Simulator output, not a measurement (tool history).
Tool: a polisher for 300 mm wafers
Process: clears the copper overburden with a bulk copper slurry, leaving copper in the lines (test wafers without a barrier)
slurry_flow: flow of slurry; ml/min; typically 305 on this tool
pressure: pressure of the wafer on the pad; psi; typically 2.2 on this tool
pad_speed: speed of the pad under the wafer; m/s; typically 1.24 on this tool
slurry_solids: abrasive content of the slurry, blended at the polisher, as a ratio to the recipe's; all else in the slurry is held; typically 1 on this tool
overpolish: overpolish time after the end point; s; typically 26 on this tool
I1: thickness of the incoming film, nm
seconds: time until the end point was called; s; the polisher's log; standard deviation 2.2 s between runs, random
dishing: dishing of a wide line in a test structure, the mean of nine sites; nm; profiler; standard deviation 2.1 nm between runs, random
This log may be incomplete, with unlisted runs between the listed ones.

{"run": 1, "day": 0.0, "slurry_flow": 225, "pressure": 2.2, "pad_speed": 1.24, "slurry_solids": 1, "overpolish": 26, "I1": 888.1, "seconds": 135.4, "dishing": 89.6}
{"day": 0.104, "done": "slurry blender recalibrated"}
{"run": 2, "day": 1.396, "slurry_flow": 305, "pressure": 2.2, "pad_speed": 1.24, "slurry_solids": 1, "overpolish": 26, "I1": 886.7, "seconds": 126.7, "dishing": 90.2}
{"run": 3, "day": 3.642, "slurry_flow": 305, "pressure": 2.2, "pad_speed": 1.24, "slurry_solids": 1, "overpolish": 26, "I1": 906.1, "seconds": 137.1, "dishing": 92.1}
{"day": 5.45, "done": "worn pad replaced by a new one"}
{"run": 4, "day": 6.392, "slurry_flow": 305, "pressure": 2.2, "pad_speed": 1.24, "slurry_solids": 1, "overpolish": 26, "I1": 907.9, "seconds": 135.3, "dishing": 93}
{"run": 5, "day": 8.417, "slurry_flow": 305, "pressure": 2.2, "pad_speed": 1.24, "slurry_solids": 1, "overpolish": 26, "I1": 897.7, "seconds": 134.7, "dishing": 86.8}
{"run": 6, "day": 11.038, "slurry_flow": 305, "pressure": 2.2, "pad_speed": 1.24, "slurry_solids": 1, "overpolish": 22, "I1": 901.5, "seconds": 135.1, "dishing": 84.9}
{"run": 7, "day": 12.467, "slurry_flow": 305, "pressure": 2.2, "pad_speed": 1.24, "slurry_solids": 1, "overpolish": 22, "I1": 908.2, "seconds": 136.4, "dishing": 83.5}
{"day": 14.138, "done": "head pressure recalibrated"}
{"day": 15.379, "done": "slurry blender recalibrated"}
{"run": 8, "day": 15.4, "slurry_flow": 305, "pressure": 2.2, "pad_speed": 1.24, "slurry_solids": 1, "overpolish": 22, "I1": 911.5, "seconds": 126.3, "dishing": 88.9}
{"day": 15.692, "done": "slurry nozzle cleaned"}
{"run": 9, "day": 17.821, "slurry_flow": 305, "pressure": 2.2, "pad_speed": 1.24, "slurry_solids": 1, "overpolish": 26, "I1": 912.1, "seconds": 128.8, "dishing": 98.4}
{"run": 10, "day": 19.258, "slurry_flow": 305, "pressure": 2.2, "pad_speed": 1.24, "slurry_solids": 1, "overpolish": 26, "I1": 908.6, "seconds": 123.5, "dishing": 95.4}
{"day": 21.171, "done": "worn pad replaced by a new one"}
{"run": 11, "day": 21.954, "slurry_flow": 305, "pressure": 1.8, "pad_speed": 1.24, "slurry_solids": 1, "overpolish": 26, "I1": 883, "seconds": 137.7, "dishing": 88.3}
{"run": 12, "day": 24.979, "slurry_flow": 305, "pressure": 1.8, "pad_speed": 1.24, "slurry_solids": 1, "overpolish": 26, "I1": 900.4, "seconds": 144.9, "dishing": 89.4}
{"run": 13, "day": 26.838, "slurry_flow": 305, "pressure": 2.2, "pad_speed": 1.24, "slurry_solids": 1, "overpolish": 26, "I1": 897.1, "seconds": 126.3, "dishing": 94.1}
{"run": 14, "day": 29.379, "slurry_flow": 380, "pressure": 2.2, "pad_speed": 1.24, "slurry_solids": 1, "overpolish": 30, "I1": 884.1, "seconds": 123.6, "dishing": 107.5}
{"day": 30.046, "done": "slurry nozzle cleaned"}
{"day": 31.567, "done": "slurry blender recalibrated"}
{"run": 15, "day": 31.854, "slurry_flow": 260, "pressure": 2.2, "pad_speed": 1.24, "slurry_solids": 1, "overpolish": 26, "I1": 893.8, "seconds": 126.6, "dishing": 92.4}
{"run": 16, "day": 32.9, "slurry_flow": 305, "pressure": 2.9, "pad_speed": 1.24, "slurry_solids": 1.15, "overpolish": 26, "I1": 885.9, "seconds": 103, "dishing": 110.4}
{"day": 34.217, "done": "worn pad replaced by a new one"}
{"run": 17, "day": 35.642, "slurry_flow": 305, "pressure": 2.2, "pad_speed": 1.24, "slurry_solids": 1.1, "overpolish": 10, "I1": 890.6, "seconds": 125.2, "dishing": 49.3}
{"run": 18, "day": 38.338, "slurry_flow": 395, "pressure": 2.9, "pad_speed": 1.24, "slurry_solids": 1.2, "overpolish": 14, "I1": 906.7, "seconds": 99.7, "dishing": 76.4}
{"run": 19, "day": 40.704, "slurry_flow": 305, "pressure": 2.2, "pad_speed": 1.24, "slurry_solids": 1.25, "overpolish": 26, "I1": 904.9, "seconds": 128.6, "dishing": 97.2}
{"run": 20, "day": 42.467, "slurry_flow": 305, "pressure": 2.2, "pad_speed": 1.58, "slurry_solids": 0.8, "overpolish": 26, "I1": 890.1, "seconds": 111.7, "dishing": 97.9}
{"run": 21, "day": 43.742, "slurry_flow": 305, "pressure": 1.5, "pad_speed": 1.24, "slurry_solids": 1, "overpolish": 26, "I1": 895.1, "seconds": 156.2, "dishing": 79.9}

The next listed run, before its measurement:
{"day": 45.767, "done": "slurry nozzle cleaned"}
{"run": 22, "day": 46.225, "slurry_flow": 305, "pressure": 2.2, "pad_speed": 1.24, "slurry_solids": 1, "overpolish": 26, "I1": 914, "seconds": "?", "dishing": "?"}

{"run 22": {"seconds": 132.4, "dishing": 98.5}}
If the tool had no hidden condition, the same run with the same run-to-run variation would have returned seconds 127.9 s, dishing 100.9 nm.
